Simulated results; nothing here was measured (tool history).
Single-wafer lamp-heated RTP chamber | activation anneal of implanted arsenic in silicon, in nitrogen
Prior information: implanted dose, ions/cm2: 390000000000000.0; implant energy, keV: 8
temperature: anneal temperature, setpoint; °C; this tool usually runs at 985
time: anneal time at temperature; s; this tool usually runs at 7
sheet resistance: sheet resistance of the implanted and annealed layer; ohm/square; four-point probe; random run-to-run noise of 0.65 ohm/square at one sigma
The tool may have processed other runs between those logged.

| run | day | temperature | time | wafers since the last listed run | wafers since the last pyrometer calibration | wafers since the reflector plate was cleaned | hours since the gauge calibration | read-back reference wafer on the same gauge, sheet resistance | sheet resistance |
|---|---|---|---|---|---|---|---|---|---|
| 1 | 0.000 | 985 | 7 | 0 | 6179 | 8906 | 71.1 | 286.07 | 322.27 |
|  | 0.854 | pyrometer window cleaned and pyrometer calibrated |
| 2 | 0.875 | 985 | 7 | 390 | 15 | 9297 | 92.1 | 286.00 | 324.86 |
| 3 | 1.879 | 985 | 7 | 723 | 738 | 10020 | 116.2 | 285.87 | 324.69 |
| 4 | 3.354 | 985 | 7 | 1062 | 1801 | 11083 | 151.6 | 286.03 | 322.54 |
| 5 | 4.500 | 985 | 7 | 825 | 2626 | 11909 | 179.1 | 285.92 | 323.19 |
| 6 | 5.188 | 985 | 7 | 495 | 3122 | 12404 | 195.6 | 286.14 | 321.41 |
|  | 6.250 | reflector plate cleaned |
| 7 | 6.271 | 985 | 7 | 540 | 3662 | 15 | 221.6 | 286.00 | 322.18 |
| 8 | 7.250 | 974 | 9 | 705 | 4368 | 721 | 245.1 | 285.96 | 322.63 |
| 9 | 8.208 | 967 | 11 | 690 | 5058 | 1411 | 268.1 | 286.00 | 321.50 |
|  | 9.829 | pyrometer window cleaned and pyrometer calibrated |
| 10 | 9.850 | 1003 | 7 | 942 | 13 | 2354 | 307.5 | 286.05 | 319.59 |
|  | 10.208 | gauge calibrated |
| 11 | 10.812 | 1002 | 3 | 693 | 707 | 3048 | 14.5 | 286.01 | 329.25 |
| 12 | 11.896 | 1001 | 9 | 780 | 1487 | 3828 | 40.5 | 286.00 | 316.45 |
| 13 | 13.304 | 985 | 10 | 1014 | 2502 | 4843 | 74.3 | 286.00 | 317.65 |
| 14 | 14.050 | 985 | 7 | 537 | 3040 | 5380 | 92.2 | 285.92 | 322.60 |

Alternative continuations, all from the tool just after run 14; predict every row:
| A | 14.067 | 985 | 7 | 12 | 3052 | 5392 | 92.6 | ? | ? |
| B | 14.067 | 955 | 9 | 12 | 3052 | 5392 | 92.6 | ? | ? |
| C | 14.067 | 963 | 4 | 12 | 3052 | 5392 | 92.6 | ? | ? |
| D | 14.067 | 956 | 10 | 12 | 3052 | 5392 | 92.6 | ? | ? |

| run | read-back reference wafer on the same gauge, sheet resistance | sheet resistance |
|---|---|---|
| A | 285.91 | 322.05 |
| B | 285.91 | 328.22 |
| C | 285.91 | 336.19 |
| D | 285.91 | 326.44 |
Had the tool no hidden state, the same runs would have come out as:
| run | sheet resistance |
|---|---|
| A | 324.98 |
| B | 332.39 |
| C | 341.11 |
| D | 330.43 |
